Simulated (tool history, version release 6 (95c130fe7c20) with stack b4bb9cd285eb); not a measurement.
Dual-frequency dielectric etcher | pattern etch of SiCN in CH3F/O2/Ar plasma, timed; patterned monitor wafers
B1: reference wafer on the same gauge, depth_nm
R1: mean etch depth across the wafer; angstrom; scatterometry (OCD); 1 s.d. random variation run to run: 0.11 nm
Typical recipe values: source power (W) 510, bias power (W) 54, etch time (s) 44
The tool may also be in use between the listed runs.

Run 1, hour 0: usual settings; B1 18.5. Result: R1 159.4 angstrom.
Run 2, hour 57.5: usual settings; B1 18.48. Result: R1 158.6 angstrom.
Run 3, hour 84: usual settings; B1 18.45. Result: R1 158.8 angstrom.
Run 4, hour 113.7: usual settings but bias power (W) 44; B1 18.52. Result: R1 149.9 angstrom.
Run 5, hour 140.6: usual settings but etch time (s) 37; B1 18.46. Result: R1 134.1 angstrom.
Run 6, hour 194.5: usual settings; B1 18.51. Result: R1 160.9 angstrom.
At hour 200.4: bias power generator calibrated.
At hour 249.5: wet clean of the chamber.
Run 7, hour 250: usual settings but bias power (W) 60; B1 18.52. Result: R1 163.5 angstrom.
Run 8, hour 256.9: usual settings but source power (W) 450; B1 18.49. Result: R1 150.1 angstrom.
Run 9, hour 285.9: usual settings but source power (W) 450; B1 18.52. Result: R1 149 angstrom.
Run 10, hour 318.4: usual settings but source power (W) 470, bias power (W) 44; B1 18.49. Result: R1 142.7 angstrom.
Run 11, hour 336: usual settings but source power (W) 470, bias power (W) 44; B1 18.5. Result: R1 145.4 angstrom.
At hour 352.1: gauge calibrated.
At hour 362: upper electrode replaced.
At hour 370.2: source power generator calibrated.
Run 12, hour 371.5: usual settings but source power (W) 400, bias power (W) 66, etch time (s) 38.5; B1 18.53. Result: R1 132.6 angstrom.
Run 13, hour 399: usual settings but bias power (W) 64, etch time (s) 55.5; B1 18.53. Result: R1 208.2 angstrom.
Run 14, hour 412.7: usual settings; B1 18.49. Result: R1 157.6 angstrom.

Run 15 has not been measured yet. What should we expect?
Run 15, hour 426.1: usual settings; B1 ?. Result: R1 ?.

{"run 15": {"B1": 18.51, "R1": 158.2}}
On a tool with no hidden condition, and with the same random variation, this run would have come out at R1 158.2 angstrom.
